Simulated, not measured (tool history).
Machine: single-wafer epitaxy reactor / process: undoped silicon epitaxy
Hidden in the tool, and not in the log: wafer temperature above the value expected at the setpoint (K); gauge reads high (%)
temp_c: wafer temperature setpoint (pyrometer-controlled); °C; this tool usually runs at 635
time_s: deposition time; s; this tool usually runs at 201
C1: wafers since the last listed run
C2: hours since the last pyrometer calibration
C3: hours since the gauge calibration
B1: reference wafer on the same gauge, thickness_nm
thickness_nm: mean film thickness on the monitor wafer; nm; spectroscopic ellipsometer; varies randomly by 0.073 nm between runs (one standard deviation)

{"run": 1, "hour": 0.0, "temp_c": 635, "time_s": 201, "C1": 0, "C2": 2405.7, "C3": 45, "B1": 26.078, "thickness_nm": 23.172}
{"run": 2, "hour": 29.8, "temp_c": 635, "time_s": 201, "C1": 249, "C2": 2435.5, "C3": 74.8, "B1": 26.066, "thickness_nm": 23.148}
{"run": 3, "hour": 59.0, "temp_c": 635, "time_s": 201, "C1": 244, "C2": 2464.7, "C3": 104, "B1": 25.972, "thickness_nm": 23.081}
{"run": 4, "hour": 93.8, "temp_c": 635, "time_s": 191, "C1": 290, "C2": 2499.5, "C3": 138.8, "B1": 25.975, "thickness_nm": 21.828}
{"run": 5, "hour": 116.6, "temp_c": 635, "time_s": 201, "C1": 190, "C2": 2522.3, "C3": 161.6, "B1": 25.917, "thickness_nm": 23.007}
{"hour": 137.0, "done": "pyrometer calibrated"}
{"run": 6, "hour": 137.5, "temp_c": 635, "time_s": 201, "C1": 107, "C2": 0.5, "C3": 182.5, "B1": 25.943, "thickness_nm": 22.874}
{"run": 7, "hour": 145.5, "temp_c": 641, "time_s": 201, "C1": 66, "C2": 8.5, "C3": 190.5, "B1": 25.94, "thickness_nm": 26.207}
{"run": 8, "hour": 172.1, "temp_c": 620, "time_s": 221, "C1": 222, "C2": 35.1, "C3": 217.1, "B1": 25.927, "thickness_nm": 18.194}
{"run": 9, "hour": 198.4, "temp_c": 630, "time_s": 228, "C1": 219, "C2": 61.4, "C3": 243.4, "B1": 25.897, "thickness_nm": 23.406}
{"run": 10, "hour": 218.5, "temp_c": 622, "time_s": 201, "C1": 168, "C2": 81.5, "C3": 263.5, "B1": 25.919, "thickness_nm": 17.328}
{"hour": 231.3, "done": "gauge calibrated"}
{"run": 11, "hour": 234.4, "temp_c": 620, "time_s": 177, "C1": 132, "C2": 97.4, "C3": 3.1, "B1": 26.142, "thickness_nm": 14.802}
{"run": 12, "hour": 308.5, "temp_c": 643, "time_s": 177, "C1": 619, "C2": 171.5, "C3": 77.2, "B1": 26.019, "thickness_nm": 24.166}
{"run": 13, "hour": 331.4, "temp_c": 647, "time_s": 186, "C1": 191, "C2": 194.4, "C3": 100.1, "B1": 25.971, "thickness_nm": 27.697}

Run 14 comes next. What will it give?
{"run": 14, "hour": 348.5, "temp_c": 635, "time_s": 201, "C1": 142, "C2": 211.5, "C3": 117.2, "B1": "?", "thickness_nm": "?"}

B1: 25.966
thickness_nm: 23.05 nm
Were there no unlogged condition in the tool, this run, its random variation unchanged, would have produced thickness_nm 23.257 nm.
